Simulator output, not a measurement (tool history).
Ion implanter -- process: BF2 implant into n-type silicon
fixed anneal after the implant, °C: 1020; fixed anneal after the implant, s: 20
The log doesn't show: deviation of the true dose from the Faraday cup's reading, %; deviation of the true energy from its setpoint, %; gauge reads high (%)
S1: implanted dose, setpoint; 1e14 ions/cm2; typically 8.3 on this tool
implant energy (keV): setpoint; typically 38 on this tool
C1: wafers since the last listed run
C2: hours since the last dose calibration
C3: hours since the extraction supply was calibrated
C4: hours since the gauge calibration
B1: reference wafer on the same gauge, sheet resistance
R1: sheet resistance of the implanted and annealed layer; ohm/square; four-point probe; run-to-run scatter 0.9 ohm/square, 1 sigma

run 1 day=0 | S1=7.25 implant_energy_(keV)=38 | C1=0 C2=1107.8 C3=5930.3 C4=1872 | B1=127.07 | R1=169.42
run 2 day=1.467 | S1=7.25 implant_energy_(keV)=38 | C1=963 C2=1143 C3=5965.5 C4=1907.2 | B1=127 | R1=170.41
run 3 day=3.567 | S1=8.3 implant_energy_(keV)=38 | C1=1379 C2=1193.4 C3=6015.9 C4=1957.6 | B1=126.98 | R1=154.34
run 4 day=4.621 | S1=8.3 implant_energy_(keV)=38 | C1=692 C2=1218.7 C3=6041.2 C4=1982.9 | B1=127.16 | R1=152.8
run 5 day=6.388 | S1=8.3 implant_energy_(keV)=38 | C1=1160 C2=1261.1 C3=6083.6 C4=2025.3 | B1=126.94 | R1=152.32
-- day=7.017 extraction supply calibrated
run 6 day=8.521 | S1=8.3 implant_energy_(keV)=38 | C1=1182 C2=1312.3 C3=36.1 C4=2076.5 | B1=127.02 | R1=152.26
run 7 day=11.083 | S1=8.3 implant_energy_(keV)=38 | C1=1683 C2=1373.8 C3=97.6 C4=2138 | B1=126.99 | R1=152.08
run 8 day=13.562 | S1=8.3 implant_energy_(keV)=38 | C1=1628 C2=1433.3 C3=157.1 C4=2197.5 | B1=126.97 | R1=152.54
run 9 day=14.842 | S1=8.3 implant_energy_(keV)=38 | C1=840 C2=1464 C3=187.8 C4=2228.2 | B1=126.93 | R1=151.3
run 10 day=16.217 | S1=8.3 implant_energy_(keV)=38 | C1=903 C2=1497 C3=220.8 C4=2261.2 | B1=127.11 | R1=152.06
run 11 day=19.175 | S1=8.3 implant_energy_(keV)=38 | C1=1943 C2=1568 C3=291.8 C4=2332.2 | B1=126.96 | R1=151.86
run 12 day=20.412 | S1=7.21 implant_energy_(keV)=38 | C1=813 C2=1597.7 C3=321.5 C4=2361.9 | B1=127.18 | R1=168.8
run 13 day=22.354 | S1=7.21 implant_energy_(keV)=38 | C1=1275 C2=1644.3 C3=368.1 C4=2408.5 | B1=126.89 | R1=168.33
run 14 day=24.988 | S1=8.3 implant_energy_(keV)=38 | C1=1730 C2=1707.5 C3=431.3 C4=2471.7 | B1=127.04 | R1=149.88
run 15 day=26.679 | S1=8.3 implant_energy_(keV)=38 | C1=1111 C2=1748.1 C3=471.9 C4=2512.3 | B1=126.89 | R1=150.99
run 16 day=29.633 | S1=10.76 implant_energy_(keV)=26.5 | C1=1941 C2=1819 C3=542.8 C4=2583.2 | B1=127.03 | R1=146.6
run 17 day=32.021 | S1=7.53 implant_energy_(keV)=48 | C1=1568 C2=1876.3 C3=600.1 C4=2640.5 | B1=127.09 | R1=157.3
run 18 day=34.608 | S1=6.5 implant_energy_(keV)=32.5 | C1=1700 C2=1938.4 C3=662.2 C4=2702.6 | B1=127.07 | R1=185.21
run 19 day=35.867 | S1=10.27 implant_energy_(keV)=47 | C1=826 C2=1968.6 C3=692.4 C4=2732.8 | B1=127.09 | R1=124.48
-- day=36.992 Faraday cup replaced and dose calibrated
run 20 day=38.508 | S1=8.3 implant_energy_(keV)=38 | C1=1516 C2=36.4 C3=755.8 C4=2796.2 | B1=126.97 | R1=156.29
run 21 day=40.717 | S1=9.64 implant_energy_(keV)=43.5 | C1=1450 C2=89.4 C3=808.8 C4=2849.2 | B1=127.02 | R1=137.47
run 22 day=41.962 | S1=8.3 implant_energy_(keV)=38 | C1=818 C2=119.3 C3=838.7 C4=2879.1 | B1=127.15 | R1=156.95
-- day=48.179 gauge calibrated
run 23 day=49.671 | S1=9.09 implant_energy_(keV)=34.5 | C1=5064 C2=304.3 C3=1023.7 C4=35.8 | B1=126.91 | R1=149.53
run 24 day=50.904 | S1=10.39 implant_energy_(keV)=51 | C1=810 C2=333.9 C3=1053.3 C4=65.4 | B1=127.02 | R1=124.95
run 25 day=52.271 | S1=8.3 implant_energy_(keV)=38 | C1=897 C2=366.7 C3=1086.1 C4=98.2 | B1=126.92 | R1=155.35
run 26 day=55.033 | S1=8.3 implant_energy_(keV)=38 | C1=1815 C2=433 C3=1152.4 C4=164.5 | B1=127 | R1=155.17
run 27 day=57.996 | S1=8.3 implant_energy_(keV)=38 | C1=1946 C2=504.1 C3=1223.5 C4=235.6 | B1=127.04 | R1=156.5
run 28 day=60.338 | S1=9.46 implant_energy_(keV)=48.5 | C1=1538 C2=560.3 C3=1279.7 C4=291.8 | B1=127.11 | R1=133.35
run 29 day=67.446 | S1=9.64 implant_energy_(keV)=43.5 | C1=4670 C2=730.9 C3=1450.3 C4=462.4 | B1=127.01 | R1=136.64
run 30 day=70.408 | S1=8.3 implant_energy_(keV)=38 | C1=1946 C2=802 C3=1521.4 C4=533.5 | B1=126.96 | R1=154.33
run 31 day=72.867 | S1=6.41 implant_energy_(keV)=46.5 | C1=1615 C2=861 C3=1580.4 C4=592.5 | B1=127.02 | R1=183.02
run 32 day=75.142 | S1=9.16 implant_energy_(keV)=38 | C1=1494 C2=915.6 C3=1635 C4=647.1 | B1=126.97 | R1=143.25
run 33 day=77.783 | S1=6.59 implant_energy_(keV)=29 | C1=1735 C2=979 C3=1698.4 C4=710.5 | B1=126.86 | R1=194.08
run 34 day=80.117 | S1=6.33 implant_energy_(keV)=38 | C1=1533 C2=1035 C3=1754.4 C4=766.5 | B1=127.04 | R1=188.8
run 35 day=81.221 | S1=10.36 implant_energy_(keV)=31.5 | C1=725 C2=1061.5 C3=1780.9 C4=793 | B1=126.9 | R1=143.81
run 36 day=84.171 | S1=9.12 implant_energy_(keV)=45.5 | C1=1938 C2=1132.3 C3=1851.7 C4=863.8 | B1=127.02 | R1=137.89
run 37 day=85.942 | S1=6.15 implant_energy_(keV)=26.5 | C1=1163 C2=1174.8 C3=1894.2 C4=906.3 | B1=127.12 | R1=206.22
run 38 day=87.308 | S1=8.3 implant_energy_(keV)=38 | C1=897 C2=1207.6 C3=1927 C4=939.1 | B1=126.97 | R1=152.83

Results for each run, recomputed without the tool's hidden state and with each run's random variation untouched:
run=1 R1=171.27
run=2 R1=172.41
run=3 R1=156.17
run=4 R1=154.7
run=5 R1=154.36
run=6 R1=154.48
run=7 R1=154.53
run=8 R1=155.23
run=9 R1=154.09
run=10 R1=155.01
run=11 R1=155.1
run=12 R1=172.9
run=13 R1=172.67
run=14 R1=153.7
run=15 R1=155.03
run=16 R1=149.16
run=17 R1=162.97
run=18 R1=191.87
run=19 R1=128.33
run=20 R1=155.64
run=21 R1=136.93
run=22 R1=156.31
run=23 R1=149.09
run=24 R1=124.58
run=25 R1=154.89
run=26 R1=154.79
run=27 R1=156.21
run=28 R1=133.18
run=29 R1=136.74
run=30 R1=154.61
run=31 R1=183.62
run=32 R1=143.73
run=33 R1=195.04
run=34 R1=190.06
run=35 R1=144.47
run=36 R1=138.98
run=37 R1=208.08
run=38 R1=154.27

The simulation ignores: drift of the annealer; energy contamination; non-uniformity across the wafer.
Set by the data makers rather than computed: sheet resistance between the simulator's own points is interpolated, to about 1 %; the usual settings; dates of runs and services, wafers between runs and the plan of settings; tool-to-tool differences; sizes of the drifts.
